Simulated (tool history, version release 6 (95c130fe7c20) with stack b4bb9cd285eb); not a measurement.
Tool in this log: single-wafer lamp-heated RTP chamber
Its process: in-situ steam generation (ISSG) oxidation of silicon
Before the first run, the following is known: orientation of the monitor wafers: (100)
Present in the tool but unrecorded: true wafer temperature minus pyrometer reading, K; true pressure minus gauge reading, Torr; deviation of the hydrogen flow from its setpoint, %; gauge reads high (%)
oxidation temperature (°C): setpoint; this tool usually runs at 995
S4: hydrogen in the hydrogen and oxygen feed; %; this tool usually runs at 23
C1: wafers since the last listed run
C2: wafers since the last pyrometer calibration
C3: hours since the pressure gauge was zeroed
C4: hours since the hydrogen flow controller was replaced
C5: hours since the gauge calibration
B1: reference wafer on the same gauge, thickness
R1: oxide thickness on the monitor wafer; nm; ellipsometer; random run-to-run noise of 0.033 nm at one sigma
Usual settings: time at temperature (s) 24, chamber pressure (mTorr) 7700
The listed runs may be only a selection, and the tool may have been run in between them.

{"run": 1, "hour": 0.0, "oxidation temperature (°C)": 986, "time at temperature (s)": 31, "chamber pressure (mTorr)": 7700, "S4": 23, "C1": 0, "C2": 3522, "C3": 3313.2, "C4": 6058.4, "C5": 618.2, "B1": 4.697, "R1": 6.213}
{"run": 2, "hour": 68.0, "oxidation temperature (°C)": 995, "time at temperature (s)": 24, "chamber pressure (mTorr)": 7700, "S4": 23, "C1": 395, "C2": 3918, "C3": 3381.2, "C4": 6126.4, "C5": 686.2, "B1": 4.701, "R1": 5.724}
{"run": 3, "hour": 121.7, "oxidation temperature (°C)": 995, "time at temperature (s)": 24, "chamber pressure (mTorr)": 7700, "S4": 23, "C1": 312, "C2": 4231, "C3": 3434.9, "C4": 6180.1, "C5": 739.9, "B1": 4.709, "R1": 5.765}
{"run": 4, "hour": 181.8, "oxidation temperature (°C)": 995, "time at temperature (s)": 24, "chamber pressure (mTorr)": 7700, "S4": 23, "C1": 349, "C2": 4581, "C3": 3495, "C4": 6240.2, "C5": 800, "B1": 4.71, "R1": 5.783}
{"run": 5, "hour": 251.8, "oxidation temperature (°C)": 995, "time at temperature (s)": 24, "chamber pressure (mTorr)": 7700, "S4": 23, "C1": 407, "C2": 4988, "C3": 3565, "C4": 6310.2, "C5": 870, "B1": 4.709, "R1": 5.786}
{"hour": 295.2, "done": "gauge calibrated"}
{"hour": 312.9, "done": "pyrometer window cleaned and pyrometer calibrated"}
{"run": 6, "hour": 313.4, "oxidation temperature (°C)": 995, "time at temperature (s)": 24, "chamber pressure (mTorr)": 7700, "S4": 23, "C1": 312, "C2": 2, "C3": 3626.6, "C4": 6371.8, "C5": 18.2, "B1": 4.55, "R1": 5.533}
{"hour": 355.9, "done": "hydrogen flow controller replaced"}
{"run": 7, "hour": 356.4, "oxidation temperature (°C)": 988, "time at temperature (s)": 24, "chamber pressure (mTorr)": 7700, "S4": 23, "C1": 203, "C2": 206, "C3": 3669.6, "C4": 0.5, "C5": 61.2, "B1": 4.563, "R1": 5.467}
{"run": 8, "hour": 379.8, "oxidation temperature (°C)": 988, "time at temperature (s)": 24, "chamber pressure (mTorr)": 7700, "S4": 23, "C1": 136, "C2": 342, "C3": 3693, "C4": 23.9, "C5": 84.6, "B1": 4.577, "R1": 5.435}
{"run": 9, "hour": 419.1, "oxidation temperature (°C)": 988, "time at temperature (s)": 24, "chamber pressure (mTorr)": 7700, "S4": 23, "C1": 228, "C2": 571, "C3": 3732.3, "C4": 63.2, "C5": 123.9, "B1": 4.597, "R1": 5.457}
{"run": 10, "hour": 466.1, "oxidation temperature (°C)": 1001, "time at temperature (s)": 29, "chamber pressure (mTorr)": 6900, "S4": 15, "C1": 273, "C2": 845, "C3": 3779.3, "C4": 110.2, "C5": 170.9, "B1": 4.608, "R1": 5.791}
{"hour": 489.7, "done": "pressure gauge zeroed"}
{"run": 11, "hour": 518.8, "oxidation temperature (°C)": 995, "time at temperature (s)": 29, "chamber pressure (mTorr)": 7700, "S4": 23, "C1": 260, "C2": 1105, "C3": 29.1, "C4": 162.9, "C5": 223.6, "B1": 4.624, "R1": 6.202}
{"run": 12, "hour": 579.2, "oxidation temperature (°C)": 982, "time at temperature (s)": 24, "chamber pressure (mTorr)": 7700, "S4": 23, "C1": 351, "C2": 1457, "C3": 89.5, "C4": 223.3, "C5": 284, "B1": 4.644, "R1": 5.433}
{"run": 13, "hour": 641.4, "oxidation temperature (°C)": 995, "time at temperature (s)": 33, "chamber pressure (mTorr)": 7700, "S4": 23, "C1": 362, "C2": 1819, "C3": 151.7, "C4": 285.5, "C5": 346.2, "B1": 4.655, "R1": 6.648}
{"run": 14, "hour": 708.3, "oxidation temperature (°C)": 975, "time at temperature (s)": 17, "chamber pressure (mTorr)": 7700, "S4": 23, "C1": 389, "C2": 2208, "C3": 218.6, "C4": 352.4, "C5": 413.1, "B1": 4.656, "R1": 4.512}

Forecast run 15:
{"run": 15, "hour": 743.3, "oxidation temperature (°C)": 995, "time at temperature (s)": 24, "chamber pressure (mTorr)": 7700, "S4": 23, "C1": 203, "C2": 2412, "C3": 253.6, "C4": 387.4, "C5": 448.1, "B1": "?", "R1": "?"}

{"run 15": {"B1": 4.67, "R1": 5.702}}
Had the tool carried no hidden state, the very same run would have given R1 5.584 nm.

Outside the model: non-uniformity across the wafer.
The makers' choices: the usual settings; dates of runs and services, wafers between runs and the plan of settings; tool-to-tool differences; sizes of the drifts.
